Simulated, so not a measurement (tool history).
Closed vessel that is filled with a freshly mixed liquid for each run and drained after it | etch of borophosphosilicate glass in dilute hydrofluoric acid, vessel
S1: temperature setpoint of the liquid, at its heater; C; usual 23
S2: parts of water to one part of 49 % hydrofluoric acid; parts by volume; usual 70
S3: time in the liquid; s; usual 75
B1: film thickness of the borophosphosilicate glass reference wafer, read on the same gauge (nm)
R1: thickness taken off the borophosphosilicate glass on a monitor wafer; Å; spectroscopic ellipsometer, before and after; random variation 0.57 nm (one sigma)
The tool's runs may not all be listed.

run,day,S1,S2,S3,B1,R1
1,0,23,70,75,79.99,578.2
2,4.388,23,70,55,80.01,427.1
3,8.712,23,70,55,80,421
4,11.379,23,70,55,80.01,419
5,13.404,21.5,70,75,79.99,549.5
6,16.296,23,70,75,80.02,590
7,18.208,25.5,70,90,80,765.3
8,19.975,25.5,70,90,79.97,756.2
9,24.029,23,70,100,80,766.4
10,27.454,23,70,100,80,786.6
11,29.525,23,70,100,80,757.5
12,32.512,23,70,75,80.01,572.9
# day 35.454: hydrofluoric acid flow meter replaced
13,38.938,20,70,75,79.99,502.5
14,42.258,23,50,75,79.98,831
15,46.454,25.5,60,110,80,1123.5
# day 50.329: thermometer replaced
16,54.062,23,90,115,80.01,668.1
17,56.496,23,70,75,80.01,574.5
18,60.117,20.5,70,75,79.97,507.7
# day 62.625: gauge calibrated
19,62.925,23,105,50,80.02,245.6
20,72.792,27.5,70,40,79.98,367.9
21,75.946,23,70,75,80.01,583
22,80.404,25.5,70,75,80,634.9
23,82.675,25.5,70,90,80.01,760.3
# day 84.492: hydrofluoric acid flow meter replaced
24,84.729,20,70,55,80.01,374.7
25,87.288,21,105,55,79.98,247.9
26,89.667,23,95,35,80.02,195.9

4 ways to go on from here, each from the tool as it stands after run 26. What would each give?
A,89.696,23,70,75,?,?
B,89.696,28,60,60,?,?
C,89.696,23,45,75,?,?
D,89.696,19,90,75,?,?

run,B1,R1
A,79.99,578.7
B,79.99,669.3
C,79.99,929.5
D,79.99,372.7
Without the tool's hidden state the same runs would have given:
run,R1
A,578.7
B,669.3
C,929.5
D,372.7
